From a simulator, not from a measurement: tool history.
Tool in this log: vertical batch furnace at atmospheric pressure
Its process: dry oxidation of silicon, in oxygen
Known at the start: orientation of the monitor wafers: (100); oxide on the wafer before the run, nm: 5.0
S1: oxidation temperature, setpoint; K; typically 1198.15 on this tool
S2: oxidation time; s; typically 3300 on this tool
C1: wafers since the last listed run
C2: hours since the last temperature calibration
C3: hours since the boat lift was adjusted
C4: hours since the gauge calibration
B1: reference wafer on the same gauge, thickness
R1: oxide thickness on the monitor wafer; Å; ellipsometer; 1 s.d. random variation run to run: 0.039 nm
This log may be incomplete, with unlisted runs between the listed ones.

run,hour,S1,S2,C1,C2,C3,C4,B1,R1
1,0,1198.15,3300,0,2922.6,4185.9,195,21,273.9
2,15.6,1198.15,3300,128,2938.2,4201.5,210.6,21.01,274.4
3,34.4,1198.15,3300,154,2957,4220.3,229.4,21,274.3
4,48.7,1198.15,2670,117,2971.3,4234.6,243.7,21,241.8
5,66.1,1198.15,3300,143,2988.7,4252,261.1,21.01,274.7
6,80.3,1198.15,3300,116,3002.9,4266.2,275.3,20.99,274.9
7,96.3,1198.15,3300,131,3018.9,4282.2,291.3,20.98,274.6
8,108.7,1198.15,3300,102,3031.3,4294.6,303.7,20.99,274.8
9,123.9,1198.15,3300,125,3046.5,4309.8,318.9,21.01,275
10,136.4,1204.15,4050,102,3059,4322.3,331.4,20.99,329.1
11,154.6,1203.15,4080,149,3077.2,4340.5,349.6,20.99,327.4
# hour 162.6: gauge calibrated
12,173,1183.15,4380,151,3095.6,4358.9,10.4,21,285.1
13,186.1,1180.15,3300,107,3108.7,4372,23.5,21,235.2
# hour 228: boat lift adjusted
14,228.5,1198.15,3300,151,3151.1,0.5,65.9,21.01,274.3
15,234.1,1220.15,4140,46,3156.7,6.1,71.5,21,391.3
16,239.6,1198.15,3300,45,3162.2,11.6,77,21.01,274.3
17,307.8,1220.15,4380,561,3230.4,79.8,145.2,21,405.3
# hour 332.4: thermocouples replaced and temperature profile calibrated
18,332.9,1198.15,4740,9,0.5,104.9,170.3,21,327.2
19,349.9,1198.15,2790,139,17.5,121.9,187.3,20.99,238.2
20,364.4,1186.15,1710,119,32,136.4,201.8,21,164.3
21,379.1,1181.15,2250,120,46.7,151.1,216.5,21,183
22,401.7,1191.15,1680,186,69.3,173.7,239.1,21,169.2
23,446.8,1179.15,4680,371,114.4,218.8,284.2,20.99,275.3

Below are 5 alternative next runs, each starting from the tool's condition after run 23. Predict each:
A,452.4,1198.15,2370,46,120,224.4,289.8,?,?
B,452.4,1217.15,1740,46,120,224.4,289.8,?,?
C,452.4,1223.15,4350,46,120,224.4,289.8,?,?
D,452.4,1177.15,3300,46,120,224.4,289.8,?,?
E,452.4,1183.15,1950,46,120,224.4,289.8,?,?

run,B1,R1
A,21,216.7
B,21,215.3
C,21,395.6
D,21,219.3
E,21,172
Had the tool no hidden state, the same runs would have come out as:
run,R1
A,215.5
B,213.8
C,392.9
D,218
E,171

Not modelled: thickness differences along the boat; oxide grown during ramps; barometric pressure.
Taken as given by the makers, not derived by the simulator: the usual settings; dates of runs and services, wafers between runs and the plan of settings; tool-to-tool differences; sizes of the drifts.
